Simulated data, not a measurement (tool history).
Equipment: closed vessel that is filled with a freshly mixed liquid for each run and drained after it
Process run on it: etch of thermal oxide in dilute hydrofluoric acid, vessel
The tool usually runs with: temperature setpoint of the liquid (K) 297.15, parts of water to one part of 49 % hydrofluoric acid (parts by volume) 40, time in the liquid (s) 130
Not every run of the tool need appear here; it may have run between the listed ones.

run,hour,temperature setpoint of the liquid (K),parts of water to one part of 49 % hydrofluoric acid (parts by volume),time in the liquid (s),wafers since the last listed run,hours since the thermometer was replaced,hours since the hydrofluoric acid flow meter was replaced,hours since the gauge calibration,"read-back film thickness of the thermal oxide reference wafer, read on the same gauge (nm)",thickness taken off the thermal oxide on a monitor wafer (angstrom)
1,0.0,297.15,40,65,0,2337.4,1097.9,1116.0,119.99,76.1
2,99.6,297.15,40,65,8438,2437.0,1197.5,1215.6,120.00,76.7
# hour 104.6: gauge calibrated
# hour 121.8: hydrofluoric acid flow meter replaced
3,182.5,297.15,40,65,6938,2519.9,60.7,77.9,120.02,79.7
4,380.5,297.15,50,100,16774,2717.9,258.7,275.9,120.01,95.4
5,436.8,298.65,40,130,4769,2774.2,315.0,332.2,120.01,165.5
6,496.6,294.65,35,130,5066,2834.0,374.8,392.0,119.99,160.0
7,572.5,294.65,35,130,6430,2909.9,450.7,467.9,120.00,162.8
8,672.2,297.15,40,130,8446,3009.6,550.4,567.6,120.01,155.0
# hour 757.7: thermometer replaced
9,877.0,297.15,40,130,17266,119.3,755.2,772.4,120.00,153.3
10,936.7,297.15,40,130,5057,179.0,814.9,832.1,120.00,152.9
11,974.0,297.15,40,130,3160,216.3,852.2,869.4,120.00,153.3
12,1047.4,298.65,45,130,6218,289.7,925.6,942.8,120.02,144.1
13,1135.0,297.15,40,130,7421,377.3,1013.2,1030.4,120.01,151.4
14,1217.3,297.15,40,130,6972,459.6,1095.5,1112.7,120.01,150.9
15,1318.6,301.15,40,130,8582,560.9,1196.8,1214.0,119.99,178.5
# hour 1351.7: gauge calibrated
# hour 1366.4: hydrofluoric acid flow meter replaced
16,1406.4,299.65,50,70,7353,648.7,40.0,54.7,120.00,75.1
17,1456.1,295.65,20,130,4210,698.4,89.7,104.4,120.02,304.1
18,1523.5,297.15,40,70,5710,765.8,157.1,171.8,119.99,85.1
19,1579.4,297.15,40,130,4735,821.7,213.0,227.7,120.01,158.6
20,1650.6,297.15,20,75,6032,892.9,284.2,298.9,119.99,186.1
21,1696.7,298.65,25,130,3905,939.0,330.3,345.0,120.00,273.0
22,1740.8,297.15,40,160,3736,983.1,374.4,389.1,120.02,192.0
23,1778.6,297.15,40,130,3202,1020.9,412.2,426.9,119.99,155.7

4 options for the next run, each taken on its own from the tool as it stands now. Forecast them:
A,1779.3,297.15,45,130,59,1021.6,412.9,427.6,?,?
B,1779.3,297.15,40,85,59,1021.6,412.9,427.6,?,?
C,1779.3,298.65,45,160,59,1021.6,412.9,427.6,?,?
D,1779.3,297.15,25,130,59,1021.6,412.9,427.6,?,?

run,"read-back film thickness of the thermal oxide reference wafer, read on the same gauge (nm)",thickness taken off the thermal oxide on a monitor wafer (angstrom)
A,119.99,136.0
B,119.99,100.8
C,119.99,178.1
D,119.99,251.7
Without the tool's hidden state the same runs would have given:
run,thickness taken off the thermal oxide on a monitor wafer (angstrom)
A,139.4
B,103.3
C,182.5
D,257.8

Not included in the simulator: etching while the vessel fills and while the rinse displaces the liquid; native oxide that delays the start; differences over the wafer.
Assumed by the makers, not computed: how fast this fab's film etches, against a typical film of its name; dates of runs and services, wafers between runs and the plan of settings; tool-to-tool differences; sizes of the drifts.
